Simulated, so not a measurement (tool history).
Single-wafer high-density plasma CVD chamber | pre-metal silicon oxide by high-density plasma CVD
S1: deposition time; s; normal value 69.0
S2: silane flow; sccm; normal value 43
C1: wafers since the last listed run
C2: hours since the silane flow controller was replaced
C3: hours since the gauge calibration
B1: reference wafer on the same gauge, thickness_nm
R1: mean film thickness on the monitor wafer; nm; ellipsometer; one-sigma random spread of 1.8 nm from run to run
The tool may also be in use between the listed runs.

{"run": 1, "hour": 0.0, "S1": 69.0, "S2": 38, "C1": 0, "C2": 1293.7, "C3": 205.2, "B1": 301.755, "R1": 303.486}
{"run": 2, "hour": 25.4, "S1": 69.0, "S2": 39, "C1": 274, "C2": 1319.1, "C3": 230.6, "B1": 302.722, "R1": 309.638}
{"run": 3, "hour": 71.6, "S1": 69.0, "S2": 39, "C1": 499, "C2": 1365.3, "C3": 276.8, "B1": 301.352, "R1": 308.908}
{"run": 4, "hour": 114.3, "S1": 69.0, "S2": 39, "C1": 461, "C2": 1408.0, "C3": 319.5, "B1": 301.825, "R1": 308.328}
{"run": 5, "hour": 162.6, "S1": 69.0, "S2": 46, "C1": 522, "C2": 1456.3, "C3": 367.8, "B1": 301.668, "R1": 368.109}
{"run": 6, "hour": 208.7, "S1": 69.0, "S2": 46, "C1": 498, "C2": 1502.4, "C3": 413.9, "B1": 301.917, "R1": 365.091}
{"run": 7, "hour": 267.4, "S1": 69.0, "S2": 46, "C1": 634, "C2": 1561.1, "C3": 472.6, "B1": 302.227, "R1": 368.9}
{"run": 8, "hour": 336.0, "S1": 60.5, "S2": 39, "C1": 741, "C2": 1629.7, "C3": 541.2, "B1": 301.366, "R1": 270.944}
{"run": 9, "hour": 394.9, "S1": 60.5, "S2": 39, "C1": 636, "C2": 1688.6, "C3": 600.1, "B1": 301.812, "R1": 272.655}
{"run": 10, "hour": 495.2, "S1": 60.5, "S2": 39, "C1": 1084, "C2": 1788.9, "C3": 700.4, "B1": 302.373, "R1": 271.233}
{"hour": 547.3, "done": "silane flow controller replaced"}
{"run": 11, "hour": 547.8, "S1": 69.0, "S2": 43, "C1": 482, "C2": 0.5, "C3": 753.0, "B1": 302.663, "R1": 325.838}
{"run": 12, "hour": 616.2, "S1": 69.0, "S2": 43, "C1": 739, "C2": 68.9, "C3": 821.4, "B1": 302.092, "R1": 332.936}
{"run": 13, "hour": 640.7, "S1": 69.0, "S2": 43, "C1": 264, "C2": 93.4, "C3": 845.9, "B1": 301.776, "R1": 330.703}
{"hour": 681.0, "done": "gauge calibrated"}
{"run": 14, "hour": 710.1, "S1": 73.0, "S2": 43, "C1": 750, "C2": 162.8, "C3": 29.1, "B1": 302.479, "R1": 349.374}
{"run": 15, "hour": 770.1, "S1": 78.9, "S2": 38, "C1": 648, "C2": 222.8, "C3": 89.1, "B1": 301.901, "R1": 337.698}
{"run": 16, "hour": 818.8, "S1": 62.9, "S2": 43, "C1": 526, "C2": 271.5, "C3": 137.8, "B1": 302.19, "R1": 302.088}
{"run": 17, "hour": 897.9, "S1": 69.0, "S2": 43, "C1": 855, "C2": 350.6, "C3": 216.9, "B1": 302.705, "R1": 336.615}
{"run": 18, "hour": 932.8, "S1": 69.0, "S2": 43, "C1": 377, "C2": 385.5, "C3": 251.8, "B1": 301.443, "R1": 339.283}
{"run": 19, "hour": 974.4, "S1": 74.3, "S2": 49, "C1": 449, "C2": 427.1, "C3": 293.4, "B1": 302.429, "R1": 413.165}
{"run": 20, "hour": 1028.7, "S1": 77.4, "S2": 47, "C1": 587, "C2": 481.4, "C3": 347.7, "B1": 302.42, "R1": 418.014}
{"run": 21, "hour": 1060.2, "S1": 69.0, "S2": 43, "C1": 340, "C2": 512.9, "C3": 379.2, "B1": 301.27, "R1": 339.458}
{"run": 22, "hour": 1098.5, "S1": 69.0, "S2": 43, "C1": 414, "C2": 551.2, "C3": 417.5, "B1": 302.327, "R1": 335.587}
{"run": 23, "hour": 1149.9, "S1": 60.1, "S2": 45, "C1": 555, "C2": 602.6, "C3": 468.9, "B1": 302.404, "R1": 306.539}
{"run": 24, "hour": 1182.9, "S1": 76.9, "S2": 43, "C1": 356, "C2": 635.6, "C3": 501.9, "B1": 302.723, "R1": 375.452}
{"run": 25, "hour": 1248.1, "S1": 69.0, "S2": 51, "C1": 704, "C2": 700.8, "C3": 567.1, "B1": 302.072, "R1": 404.92}
{"run": 26, "hour": 1272.5, "S1": 56.7, "S2": 51, "C1": 263, "C2": 725.2, "C3": 591.5, "B1": 302.65, "R1": 330.793}
{"run": 27, "hour": 1327.5, "S1": 78.9, "S2": 40, "C1": 594, "C2": 780.2, "C3": 646.5, "B1": 301.059, "R1": 360.884}

What will run 28 give?
{"run": 28, "hour": 1380.1, "S1": 63.1, "S2": 48, "C1": 568, "C2": 832.8, "C3": 699.1, "B1": "?", "R1": "?"}

Logged for run 28: B1 301.718, R1 345.569 nm.
Had the tool carried no hidden state, the very same run would have given R1 330.007 nm.
